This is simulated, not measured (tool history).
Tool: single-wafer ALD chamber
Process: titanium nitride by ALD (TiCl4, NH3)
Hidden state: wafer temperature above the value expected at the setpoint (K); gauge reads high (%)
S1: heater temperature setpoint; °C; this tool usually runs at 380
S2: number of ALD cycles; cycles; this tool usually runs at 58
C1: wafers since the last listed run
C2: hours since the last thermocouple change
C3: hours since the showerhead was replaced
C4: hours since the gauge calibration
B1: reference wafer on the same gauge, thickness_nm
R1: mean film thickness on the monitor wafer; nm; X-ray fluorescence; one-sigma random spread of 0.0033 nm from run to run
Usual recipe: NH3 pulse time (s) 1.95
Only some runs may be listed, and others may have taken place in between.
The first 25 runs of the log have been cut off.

run 26 hour=1557.5 | S1=393 S2=58 NH3_pulse_time_(s)=1.95 | C1=315 C2=77.3 C3=613 C4=291.1 | B1=1.294 | R1=1.314
run 27 hour=1599.3 | S1=366 S2=58 NH3_pulse_time_(s)=1.42 | C1=231 C2=119.1 C3=654.8 C4=332.9 | B1=1.293 | R1=1.208
run 28 hour=1670.6 | S1=380 S2=64 NH3_pulse_time_(s)=1.5 | C1=394 C2=190.4 C3=726.1 C4=404.2 | B1=1.289 | R1=1.392
run 29 hour=1733.3 | S1=380 S2=58 NH3_pulse_time_(s)=1.95 | C1=347 C2=253.1 C3=788.8 C4=466.9 | B1=1.29 | R1=1.286
run 30 hour=1782.9 | S1=368 S2=67 NH3_pulse_time_(s)=2.36 | C1=274 C2=302.7 C3=838.4 C4=516.5 | B1=1.289 | R1=1.482
run 31 hour=1818.9 | S1=380 S2=58 NH3_pulse_time_(s)=1.95 | C1=199 C2=338.7 C3=874.4 C4=552.5 | B1=1.289 | R1=1.287
run 32 hour=1937 | S1=380 S2=58 NH3_pulse_time_(s)=1.48 | C1=653 C2=456.8 C3=992.5 C4=670.6 | B1=1.285 | R1=1.256
run 33 hour=1982.5 | S1=380 S2=58 NH3_pulse_time_(s)=1.36 | C1=251 C2=502.3 C3=1038 C4=716.1 | B1=1.286 | R1=1.24
run 34 hour=2015.5 | S1=380 S2=58 NH3_pulse_time_(s)=1.95 | C1=182 C2=535.3 C3=1071 C4=749.1 | B1=1.284 | R1=1.284
run 35 hour=2061.3 | S1=380 S2=49 NH3_pulse_time_(s)=1.95 | C1=253 C2=581.1 C3=1116.8 C4=794.9 | B1=1.283 | R1=1.09
run 36 hour=2089.9 | S1=392 S2=58 NH3_pulse_time_(s)=2.15 | C1=158 C2=609.7 C3=1145.4 C4=823.5 | B1=1.283 | R1=1.305
run 37 hour=2135.3 | S1=380 S2=58 NH3_pulse_time_(s)=1.95 | C1=251 C2=655.1 C3=1190.8 C4=868.9 | B1=1.283 | R1=1.286
run 38 hour=2186.2 | S1=380 S2=66 NH3_pulse_time_(s)=1.28 | C1=281 C2=706 C3=1241.7 C4=919.8 | B1=1.282 | R1=1.397
run 39 hour=2230.2 | S1=380 S2=58 NH3_pulse_time_(s)=1.95 | C1=243 C2=750 C3=1285.7 C4=963.8 | B1=1.28 | R1=1.284

Branching from run 39: 5 alternative next runs. What would each branch give?
run A hour=2230.7 | S1=380 S2=58 NH3_pulse_time_(s)=1.95 | C1=2 C2=750.5 C3=1286.2 C4=964.3 | B1=? | R1=?
run B hour=2230.7 | S1=370 S2=68 NH3_pulse_time_(s)=1.24 | C1=2 C2=750.5 C3=1286.2 C4=964.3 | B1=? | R1=?
run C hour=2230.7 | S1=395 S2=49 NH3_pulse_time_(s)=1.59 | C1=2 C2=750.5 C3=1286.2 C4=964.3 | B1=? | R1=?
run D hour=2230.7 | S1=366 S2=58 NH3_pulse_time_(s)=2.34 | C1=2 C2=750.5 C3=1286.2 C4=964.3 | B1=? | R1=?
run E hour=2230.7 | S1=380 S2=58 NH3_pulse_time_(s)=1.69 | C1=2 C2=750.5 C3=1286.2 C4=964.3 | B1=? | R1=?

run=A B1=1.282 R1=1.287
run=B B1=1.282 R1=1.397
run=C B1=1.282 R1=1.09
run=D B1=1.282 R1=1.277
run=E B1=1.282 R1=1.271
Without the tool's unlogged condition, the same runs would have read:
run=A R1=1.306
run=B R1=1.417
run=C R1=1.106
run=D R1=1.296
run=E R1=1.29
